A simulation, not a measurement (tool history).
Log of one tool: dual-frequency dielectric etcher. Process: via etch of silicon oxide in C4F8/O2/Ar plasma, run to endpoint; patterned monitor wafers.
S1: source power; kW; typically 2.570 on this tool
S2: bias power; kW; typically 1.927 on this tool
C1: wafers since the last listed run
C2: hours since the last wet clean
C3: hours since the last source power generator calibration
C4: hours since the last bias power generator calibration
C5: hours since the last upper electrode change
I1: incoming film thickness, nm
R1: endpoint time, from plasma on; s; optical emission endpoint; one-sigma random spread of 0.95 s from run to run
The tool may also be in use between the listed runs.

Run 1, hour 0.0: usual settings but S1 3.010 kW; C1 0; C2 307.9; C3 3353.9; C4 2773.6; C5 3798.2; I1 1009.4. Result: R1 147.2 s.
Run 2, hour 10.1: usual settings; C1 44; C2 318.0; C3 3364.0; C4 2783.7; C5 3808.3; I1 1001.4. Result: R1 158.6 s.
Run 3, hour 18.6: usual settings; C1 37; C2 326.5; C3 3372.5; C4 2792.2; C5 3816.8; I1 1005.6. Result: R1 159.6 s.
Run 4, hour 26.1: usual settings; C1 32; C2 334.0; C3 3380.0; C4 2799.7; C5 3824.3; I1 1015.8. Result: R1 160.5 s.
Run 5, hour 38.5: usual settings; C1 54; C2 346.4; C3 3392.4; C4 2812.1; C5 3836.7; I1 1004.4. Result: R1 158.8 s.
Run 6, hour 47.2: usual settings; C1 38; C2 355.1; C3 3401.1; C4 2820.8; C5 3845.4; I1 1019.3. Result: R1 161.6 s.
Run 7, hour 56.1: usual settings; C1 39; C2 364.0; C3 3410.0; C4 2829.7; C5 3854.3; I1 1016.2. Result: R1 159.4 s.
Run 8, hour 63.8: usual settings; C1 33; C2 371.7; C3 3417.7; C4 2837.4; C5 3862.0; I1 1008.9. Result: R1 160.6 s.
Run 9, hour 79.8: usual settings but S2 1.791 kW; C1 70; C2 387.7; C3 3433.7; C4 2853.4; C5 3878.0; I1 1004.3. Result: R1 161.9 s.
Run 10, hour 92.5: usual settings but S2 1.791 kW; C1 55; C2 400.4; C3 3446.4; C4 2866.1; C5 3890.7; I1 1000.5. Result: R1 160.5 s.
At hour 121.9: upper electrode replaced.
Run 11, hour 122.4: usual settings; C1 25; C2 430.3; C3 3476.3; C4 2896.0; C5 0.5; I1 1009.2. Result: R1 157.8 s.
Run 12, hour 122.7: usual settings; C1 1; C2 430.6; C3 3476.6; C4 2896.3; C5 0.8; I1 1010.2. Result: R1 159.0 s.
Run 13, hour 126.9: usual settings but S1 2.090 kW; C1 18; C2 434.8; C3 3480.8; C4 2900.5; C5 5.0; I1 1005.7. Result: R1 175.4 s.
Run 14, hour 140.4: usual settings; C1 59; C2 448.3; C3 3494.3; C4 2914.0; C5 18.5; I1 1014.0. Result: R1 158.8 s.
Run 15, hour 146.9: usual settings but S1 3.060 kW; C1 28; C2 454.8; C3 3500.8; C4 2920.5; C5 25.0; I1 1006.4. Result: R1 144.7 s.
At hour 175.8: wet clean of the chamber.
Run 16, hour 176.3: usual settings but S1 3.060 kW; C1 23; C2 0.5; C3 3530.2; C4 2949.9; C5 54.4; I1 1010.0. Result: R1 140.9 s.
Run 17, hour 176.7: usual settings; C1 1; C2 0.9; C3 3530.6; C4 2950.3; C5 54.8; I1 1013.8. Result: R1 154.1 s.
Run 18, hour 182.5: usual settings but S1 2.090 kW; C1 25; C2 6.7; C3 3536.4; C4 2956.1; C5 60.6; I1 1001.3. Result: R1 170.0 s.
Run 19, hour 190.2: usual settings but S1 2.970 kW, S2 2.131 kW; C1 33; C2 14.4; C3 3544.1; C4 2963.8; C5 68.3; I1 1014.1. Result: R1 139.3 s.
Run 20, hour 202.6: usual settings; C1 54; C2 26.8; C3 3556.5; C4 2976.2; C5 80.7; I1 998.7. Result: R1 152.0 s.
Run 21, hour 214.4: usual settings but S1 2.150 kW, S2 1.778 kW; C1 51; C2 38.6; C3 3568.3; C4 2988.0; C5 92.5; I1 1007.0. Result: R1 174.7 s.
Run 22, hour 226.5: usual settings but S1 2.240 kW; C1 53; C2 50.7; C3 3580.4; C4 3000.1; C5 104.6; I1 1010.0. Result: R1 164.6 s.
Run 23, hour 232.7: usual settings but S1 2.180 kW; C1 27; C2 56.9; C3 3586.6; C4 3006.3; C5 110.8; I1 1019.3. Result: R1 168.1 s.
At hour 250.7: bias power generator calibrated.
At hour 265.8: wet clean of the chamber, repeated, since the last time left the tool worse.
Run 24, hour 266.3: usual settings but S1 1.990 kW, S2 1.756 kW; C1 63; C2 0.5; C3 3620.2; C4 15.6; C5 144.4; I1 1018.8. Result: R1 194.4 s.
Run 25, hour 266.7: usual settings but S1 2.900 kW, S2 2.289 kW; C1 1; C2 0.9; C3 3620.6; C4 16.0; C5 144.8; I1 1014.1. Result: R1 146.1 s.
Run 26, hour 267.1: usual settings but S1 2.360 kW; C1 1; C2 1.3; C3 3621.0; C4 16.4; C5 145.2; I1 1004.1. Result: R1 169.8 s.
Run 27, hour 276.5: usual settings but S1 2.140 kW, S2 1.517 kW; C1 41; C2 10.7; C3 3630.4; C4 25.8; C5 154.6; I1 1001.4. Result: R1 194.7 s.
At hour 283.5: source power generator calibrated.
Run 28, hour 286.2: usual settings but S1 3.170 kW, S2 2.406 kW; C1 25; C2 20.4; C3 2.7; C4 35.5; C5 164.3; I1 1002.1. Result: R1 135.6 s.
Run 29, hour 303.1: usual settings but S1 2.860 kW, S2 1.570 kW; C1 74; C2 37.3; C3 19.6; C4 52.4; C5 181.2; I1 1009.3. Result: R1 164.5 s.
Run 30, hour 314.7: usual settings; C1 50; C2 48.9; C3 31.2; C4 64.0; C5 192.8; I1 1009.2. Result: R1 164.1 s.
Run 31, hour 322.9: usual settings but S1 2.860 kW, S2 1.570 kW; C1 36; C2 57.1; C3 39.4; C4 72.2; C5 201.0; I1 1020.5. Result: R1 166.3 s.
Run 32, hour 333.8: usual settings; C1 47; C2 68.0; C3 50.3; C4 83.1; C5 211.9; I1 1025.5. Result: R1 165.4 s.
Run 33, hour 347.1: usual settings but S1 3.130 kW, S2 2.309 kW; C1 58; C2 81.3; C3 63.6; C4 96.4; C5 225.2; I1 1015.6. Result: R1 139.1 s.
Run 34, hour 361.9: usual settings but S2 1.592 kW; C1 65; C2 96.1; C3 78.4; C4 111.2; C5 240.0; I1 1003.2. Result: R1 171.0 s.

Table of differences, measured result less the result of that run with no hidden state. Run-to-run variation is the same in both. Gauge scatter possibly is not:
What the log doesn't record here: etch rate over this chamber's usual, %; source power that arrives over what is set, %; bias power that arrives over what is set, %.
run     R1
  1   -3.3
  2   -3.7
  3   -3.8
  4   -4.0
  5   -4.1
  6   -4.2
  7   -4.2
  8   -4.3
  9   -4.5
 10   -4.6
 11   -4.9
 12   -5.0
 13   -5.5
 14   -5.1
 15   -4.7
 16   -8.9
 17   -9.7
 18  -10.8
 19   -8.9
 20   -9.9
 21  -11.5
 22  -10.9
 23  -11.2
 24   -0.1
 25   -0.1
 26   -0.1
 27   -0.3
 28   -0.3
 29   -0.5
 30   -0.6
 31   -0.7
 32   -0.8
 33   -0.8
 34   -1.2

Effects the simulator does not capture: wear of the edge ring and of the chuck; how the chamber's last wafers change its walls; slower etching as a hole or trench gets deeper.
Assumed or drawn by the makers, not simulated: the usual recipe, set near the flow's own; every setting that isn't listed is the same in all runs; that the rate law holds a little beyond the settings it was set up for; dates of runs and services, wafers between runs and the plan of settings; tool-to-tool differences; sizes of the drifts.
